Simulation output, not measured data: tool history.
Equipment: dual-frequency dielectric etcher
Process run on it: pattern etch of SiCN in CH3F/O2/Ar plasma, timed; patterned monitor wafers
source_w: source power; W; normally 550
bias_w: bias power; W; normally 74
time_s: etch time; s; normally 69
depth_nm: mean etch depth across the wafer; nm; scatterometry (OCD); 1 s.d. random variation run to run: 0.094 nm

run	hour	source_w	bias_w	time_s	wafers since the last listed run	hours since the last wet clean	hours since the last source power generator calibration	hours since the last bias power generator calibration	hours since the last upper electrode change	hours since the gauge calibration	read-back reference wafer on the same gauge, depth_nm	depth_nm
1	0	550	74	69	0	606	2862.9	2806.3	3687.6	222.7	28.52	29.59
2	8.7	550	74	69	111	614.7	2871.6	2815	3696.3	231.4	28.53	29.58
3	16.1	550	74	69	95	622.1	2879	2822.4	3703.7	238.8	28.49	29.57
4	42.3	550	74	69	336	648.3	2905.2	2848.6	3729.9	265	28.5	29.77
5	51.6	550	74	69	119	657.6	2914.5	2857.9	3739.2	274.3	28.49	29.76
6	66.7	550	74	69	193	672.7	2929.6	2873	3754.3	289.4	28.5	29.76
7	79.7	550	74	69	166	685.7	2942.6	2886	3767.3	302.4	28.51	29.93
# hour 89.9: source power generator calibrated
8	90.4	550	74	69	86	696.4	0.5	2896.7	3778	313.1	28.51	29.82
# hour 99.9: bias power generator calibrated
9	101	610	74	69	84	707	11.1	1.1	3788.6	323.7	28.5	31.48
# hour 127.3: wet clean of the chamber
# hour 141.4: upper electrode replaced
10	149.1	610	74	69	129	21.8	59.2	49.2	7.7	371.8	28.49	32.16
11	159.6	610	74	69	134	32.3	69.7	59.7	18.2	382.3	28.49	31.9
# hour 174.6: gauge calibrated
# hour 188: wet clean of the chamber, repeated, since the last time left the tool worse
12	188.5	550	74	69	62	0.5	98.6	88.6	47.1	13.9	28.49	28.5
13	188.8	550	58	69	3	0.8	98.9	88.9	47.4	14.2	28.49	25.33
14	189.2	550	58	69	5	1.2	99.3	89.3	47.8	14.6	28.5	25.38
15	202	550	74	69	164	14	112.1	102.1	60.6	27.4	28.51	28.45
16	209.9	550	84	51.5	101	21.9	120	110	68.5	35.3	28.5	22.68
17	223.1	550	74	69	169	35.1	133.2	123.2	81.7	48.5	28.5	28.58
18	231.4	410	74	56	106	43.4	141.5	131.5	90	56.8	28.5	20.12
19	241.3	660	65	69	127	53.3	151.4	141.4	99.9	66.7	28.51	29.36
20	257.4	550	74	69	206	69.4	167.5	157.5	116	82.8	28.51	28.75
21	274.9	610	89	69	224	86.9	185	175	133.5	100.3	28.49	32.82
22	281.7	610	74	84	87	93.7	191.8	181.8	140.3	107.1	28.52	36.67
23	315.6	550	74	82	435	127.6	225.7	215.7	174.2	141	28.52	34.07
24	328.4	640	74	69	164	140.4	238.5	228.5	187	153.8	28.49	30.96
25	336	550	74	69	97	148	246.1	236.1	194.6	161.4	28.48	28.84
26	347	550	74	79	141	159	257.1	247.1	205.6	172.4	28.51	33
27	357	450	74	69	128	169	267.1	257.1	215.6	182.4	28.5	26.22
28	364.9	550	82	69	101	176.9	275	265	223.5	190.3	28.49	30.34
29	372.9	550	74	69	102	184.9	283	273	231.5	198.3	28.5	28.77
30	385.4	550	74	69	160	197.4	295.5	285.5	244	210.8	28.5	28.71

Measured result minus the same run's result without the hidden state. Both carry the same run-to-run variation, though not necessarily the same gauge scatter:
Unlogged tool condition in this case: etch rate over this chamber's usual, %; source power that arrives over what is set, %; bias power that arrives over what is set, %; gauge reads high (%).
run	depth_nm
1	+1.09
2	+1.1
3	+1.11
4	+1.16
5	+1.18
6	+1.2
7	+1.23
8	+1.24
9	+1.33
10	+2.01
11	+2.02
12	+0.02
13	+0.01
14	+0.02
15	+0.04
16	+0.04
17	+0.08
18	+0.06
19	+0.11
20	+0.14
21	+0.19
22	+0.22
23	+0.27
24	+0.27
25	+0.26
26	+0.33
27	+0.28
28	+0.33
29	+0.33
30	+0.34
